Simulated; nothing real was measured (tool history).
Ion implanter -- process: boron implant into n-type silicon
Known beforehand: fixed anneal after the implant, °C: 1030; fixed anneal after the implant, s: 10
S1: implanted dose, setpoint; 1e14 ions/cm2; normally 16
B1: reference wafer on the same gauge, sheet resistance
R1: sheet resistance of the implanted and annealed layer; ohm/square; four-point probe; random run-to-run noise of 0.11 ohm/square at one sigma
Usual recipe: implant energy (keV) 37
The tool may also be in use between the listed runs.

run 1 hour=0 | S1=16 implant_energy_(keV)=37 | B1=80.03 | R1=79.05
run 2 hour=16.4 | S1=16 implant_energy_(keV)=37 | B1=80.09 | R1=78.95
run 3 hour=26.8 | S1=16 implant_energy_(keV)=37 | B1=80.12 | R1=79.03
run 4 hour=33.6 | S1=16 implant_energy_(keV)=37 | B1=80.09 | R1=79.06
run 5 hour=39.9 | S1=16 implant_energy_(keV)=37 | B1=80.12 | R1=79.11
run 6 hour=49.8 | S1=16 implant_energy_(keV)=37 | B1=80.1 | R1=79.24
run 7 hour=61.5 | S1=16 implant_energy_(keV)=37 | B1=80.16 | R1=79.34
-- hour=71 Faraday cup replaced and dose calibrated
run 8 hour=73 | S1=16 implant_energy_(keV)=37 | B1=80.06 | R1=75.78
run 9 hour=89.1 | S1=16 implant_energy_(keV)=37 | B1=80.09 | R1=75.72
-- hour=93.9 gauge calibrated
run 10 hour=96.1 | S1=13.35 implant_energy_(keV)=37 | B1=80.15 | R1=88.01
run 11 hour=107.1 | S1=16 implant_energy_(keV)=37 | B1=80.13 | R1=76.16
run 12 hour=114.6 | S1=18.2 implant_energy_(keV)=43.5 | B1=80.1 | R1=67.54
run 13 hour=131.8 | S1=13.34 implant_energy_(keV)=31 | B1=80.11 | R1=89.64
run 14 hour=145.6 | S1=16 implant_energy_(keV)=37 | B1=80.12 | R1=76.11
run 15 hour=162.2 | S1=18.35 implant_energy_(keV)=43 | B1=80.07 | R1=67.26
-- hour=172.4 extraction supply calibrated
run 16 hour=175.9 | S1=19.74 implant_energy_(keV)=44.5 | B1=80.1 | R1=63.35
run 17 hour=183.8 | S1=20.34 implant_energy_(keV)=45.5 | B1=80.09 | R1=61.81
run 18 hour=192.6 | S1=16 implant_energy_(keV)=37 | B1=80.1 | R1=76.53
run 19 hour=207.2 | S1=18.76 implant_energy_(keV)=32.5 | B1=80.09 | R1=68.29
run 20 hour=221.2 | S1=11.28 implant_energy_(keV)=46 | B1=80.06 | R1=100.94

Below, some changes in R1 between adjacent runs. For each, the amount present without the hidden state too (settings, incoming material, random variation) and the amount remaining for the hidden state with gauge scatter not shared by both compared results:
The hidden state here: deviation of the true dose from the Faraday cup's reading, %; deviation of the true energy from its setpoint, %; gauge reads high (%).
Run 7 -> 8: Faraday cup replaced and dose calibrated. R1 -3.56 ohm/square: hidden state -3.43, all else -0.13.
Run 12 -> 13: S1 18.2 -> 13.34, implant energy (keV) 43.5 -> 31. R1 +22.1 ohm/square: hidden state +0.22, all else +21.88.
Run 19 -> 20: S1 18.76 -> 11.28, implant energy (keV) 32.5 -> 46. R1 +32.65 ohm/square: hidden state +0.53, all else +32.12.
